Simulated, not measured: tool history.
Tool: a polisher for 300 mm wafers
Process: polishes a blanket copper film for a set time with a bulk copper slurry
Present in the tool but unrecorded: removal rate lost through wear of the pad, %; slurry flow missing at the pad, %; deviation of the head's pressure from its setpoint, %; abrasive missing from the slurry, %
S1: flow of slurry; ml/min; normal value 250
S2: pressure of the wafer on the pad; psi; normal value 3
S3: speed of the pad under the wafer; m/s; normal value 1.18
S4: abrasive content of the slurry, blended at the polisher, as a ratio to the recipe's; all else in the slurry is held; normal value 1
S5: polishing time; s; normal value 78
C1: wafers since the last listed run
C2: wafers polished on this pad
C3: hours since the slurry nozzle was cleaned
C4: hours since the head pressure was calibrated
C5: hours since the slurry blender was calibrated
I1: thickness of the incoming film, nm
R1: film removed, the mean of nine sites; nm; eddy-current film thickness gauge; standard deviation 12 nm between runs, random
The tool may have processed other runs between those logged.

run 1 hour=0 | S1=190 S2=3 S3=0.98 S4=1 S5=78 | C1=0 C2=1457 C3=381.8 C4=402.2 C5=234.4 | I1=2877.1 | R1=675.5
-- hour=7.9 slurry nozzle cleaned
run 2 hour=61.8 | S1=250 S2=3 S3=1.18 S4=0.8 S5=88 | C1=377 C2=1835 C3=53.9 C4=464 C5=296.2 | I1=2833.2 | R1=896.3
-- hour=78.3 worn pad replaced by a new one
run 3 hour=132.8 | S1=250 S2=3 S3=1.18 S4=0.8 S5=88 | C1=416 C2=338 C3=124.9 C4=535 C5=367.2 | I1=2900.5 | R1=851.4
-- hour=150.7 slurry blender recalibrated
run 4 hour=165.8 | S1=250 S2=3.3 S3=1.18 S4=1 S5=78 | C1=192 C2=531 C3=157.9 C4=568 C5=15.1 | I1=2833.4 | R1=916.5
run 5 hour=216.5 | S1=250 S2=3 S3=1.18 S4=1 S5=78 | C1=315 C2=846 C3=208.6 C4=618.7 C5=65.8 | I1=2837.3 | R1=845.1
run 6 hour=275.6 | S1=250 S2=3 S3=1.18 S4=1 S5=78 | C1=367 C2=1213 C3=267.7 C4=677.8 C5=124.9 | I1=2861.4 | R1=854.4
run 7 hour=330.2 | S1=250 S2=3 S3=1.18 S4=1 S5=78 | C1=339 C2=1552 C3=322.3 C4=732.4 C5=179.5 | I1=2857.2 | R1=831.7
-- hour=346.4 slurry nozzle cleaned
run 8 hour=380.2 | S1=250 S2=2.6 S3=1.18 S4=1 S5=78 | C1=304 C2=1857 C3=33.8 C4=782.4 C5=229.5 | I1=2890.9 | R1=708
run 9 hour=417.2 | S1=250 S2=3.5 S3=1 S4=1 S5=78 | C1=229 C2=2087 C3=70.8 C4=819.4 C5=266.5 | I1=2862.4 | R1=808.6
-- hour=461.4 worn pad replaced by a new one
run 10 hour=464.6 | S1=250 S2=3.5 S3=1 S4=1 S5=78 | C1=269 C2=20 C3=118.2 C4=866.8 C5=313.9 | I1=2903.8 | R1=809.4
run 11 hour=507.7 | S1=250 S2=3.8 S3=1.18 S4=1 S5=78 | C1=267 C2=287 C3=161.3 C4=909.9 C5=357 | I1=2836 | R1=1010.6
run 12 hour=536.7 | S1=250 S2=3.8 S3=1.18 S4=1 S5=78 | C1=180 C2=468 C3=190.3 C4=938.9 C5=386 | I1=2857.6 | R1=1029.6
-- hour=596.1 slurry blender recalibrated
run 13 hour=596.7 | S1=250 S2=2.4 S3=1.18 S4=1 S5=84 | C1=360 C2=828 C3=250.3 C4=998.9 C5=0.6 | I1=2872.2 | R1=736.7
run 14 hour=664.2 | S1=250 S2=2.7 S3=0.82 S4=1 S5=78 | C1=419 C2=1248 C3=317.8 C4=1066.4 C5=68.1 | I1=2830.5 | R1=540.8
run 15 hour=720.8 | S1=250 S2=3.8 S3=0.82 S4=1 S5=78 | C1=351 C2=1599 C3=374.4 C4=1123 C5=124.7 | I1=2891.9 | R1=748.3
-- hour=729.2 slurry nozzle cleaned
run 16 hour=764.6 | S1=195 S2=3 S3=1.18 S4=1.3 S5=78 | C1=265 C2=1865 C3=35.4 C4=1166.8 C5=168.5 | I1=2893 | R1=864.4
-- hour=832.9 worn pad replaced by a new one
run 17 hour=833.4 | S1=295 S2=3 S3=1.18 S4=1.15 S5=78 | C1=402 C2=3 C3=104.2 C4=1235.6 C5=237.3 | I1=2894.8 | R1=884.2
run 18 hour=863.9 | S1=250 S2=3 S3=1.18 S4=1 S5=78 | C1=189 C2=192 C3=134.7 C4=1266.1 C5=267.8 | I1=2871.9 | R1=813.7
run 19 hour=905.9 | S1=185 S2=2.5 S3=1.18 S4=1 S5=78 | C1=260 C2=453 C3=176.7 C4=1308.1 C5=309.8 | I1=2852.5 | R1=649.5
run 20 hour=951.9 | S1=250 S2=3 S3=1.18 S4=1 S5=78 | C1=285 C2=739 C3=222.7 C4=1354.1 C5=355.8 | I1=2883.7 | R1=806.1
-- hour=968.1 slurry blender recalibrated
-- hour=971.1 head pressure recalibrated
run 21 hour=1003.5 | S1=250 S2=3 S3=1.18 S4=1 S5=57 | C1=295 C2=1035 C3=274.3 C4=32.4 C5=35.4 | I1=2818.6 | R1=610.1
run 22 hour=1039.3 | S1=205 S2=2.4 S3=1.18 S4=1 S5=78 | C1=222 C2=1257 C3=310.1 C4=68.2 C5=71.2 | I1=2812.1 | R1=662.7
-- hour=1053.8 slurry nozzle cleaned
run 23 hour=1065.3 | S1=185 S2=2.5 S3=1.18 S4=1 S5=78 | C1=155 C2=1413 C3=11.5 C4=94.2 C5=97.2 | I1=2862.2 | R1=673.6
run 24 hour=1132.4 | S1=250 S2=3 S3=1.18 S4=1 S5=78 | C1=416 C2=1829 C3=78.6 C4=161.3 C5=164.3 | I1=2866.3 | R1=835.7
run 25 hour=1156.5 | S1=250 S2=3.4 S3=1.32 S4=0.75 S5=78 | C1=149 C2=1979 C3=102.7 C4=185.4 C5=188.4 | I1=2864.4 | R1=1002.1
-- hour=1226.2 worn pad replaced by a new one
run 26 hour=1226.7 | S1=250 S2=3 S3=1.18 S4=1 S5=78 | C1=411 C2=3 C3=172.9 C4=255.6 C5=258.6 | I1=2906 | R1=819.9
run 27 hour=1269.2 | S1=250 S2=3 S3=1.18 S4=1 S5=78 | C1=264 C2=267 C3=215.4 C4=298.1 C5=301.1 | I1=2855.2 | R1=829.5
run 28 hour=1340.5 | S1=250 S2=3 S3=1.08 S4=1 S5=52 | C1=443 C2=710 C3=286.7 C4=369.4 C5=372.4 | I1=2864.1 | R1=491.5
-- hour=1353.7 slurry blender recalibrated
run 29 hour=1447.6 | S1=250 S2=2.7 S3=1 S4=1 S5=78 | C1=653 C2=1363 C3=393.8 C4=476.5 C5=93.9 | I1=2869.9 | R1=660.7
-- hour=1456.6 slurry nozzle cleaned
run 30 hour=1493.4 | S1=250 S2=2.7 S3=1.18 S4=0.75 S5=78 | C1=278 C2=1641 C3=36.8 C4=522.3 C5=139.7 | I1=2832.1 | R1=712.6
run 31 hour=1519.9 | S1=250 S2=3.6 S3=1.18 S4=1 S5=56 | C1=164 C2=1806 C3=63.3 C4=548.8 C5=166.2 | I1=2880.7 | R1=715.9

The tool's hidden state at each run:
removal rate lost through wear of the pad, %: 0 in every run
slurry flow missing at the pad, %: 0 in every run
deviation of the head's pressure from its setpoint, %: 0 in every run
H1: abrasive missing from the slurry, %
run=1 H1=14.5
run=2 H1=20.6
run=3 H1=29.3
run=4 H1=1.98
run=5 H1=2.74
run=6 H1=4.83
run=7 H1=7.91
run=8 H1=11.7
run=9 H1=15.1
run=10 H1=20.2
run=11 H1=25.6
run=12 H1=29.5
run=13 H1=1.74
run=14 H1=2.6
run=15 H1=4.62
run=16 H1=7
run=17 H1=12.2
run=18 H1=15
run=19 H1=19.5
run=20 H1=25.2
run=21 H1=1.77
run=22 H1=2.47
run=23 H1=3.29
run=24 H1=6.54
run=25 H1=8.11
run=26 H1=13.9
run=27 H1=18.3
run=28 H1=27.2
run=29 H1=3.91
run=30 H1=5.89
run=31 H1=7.4

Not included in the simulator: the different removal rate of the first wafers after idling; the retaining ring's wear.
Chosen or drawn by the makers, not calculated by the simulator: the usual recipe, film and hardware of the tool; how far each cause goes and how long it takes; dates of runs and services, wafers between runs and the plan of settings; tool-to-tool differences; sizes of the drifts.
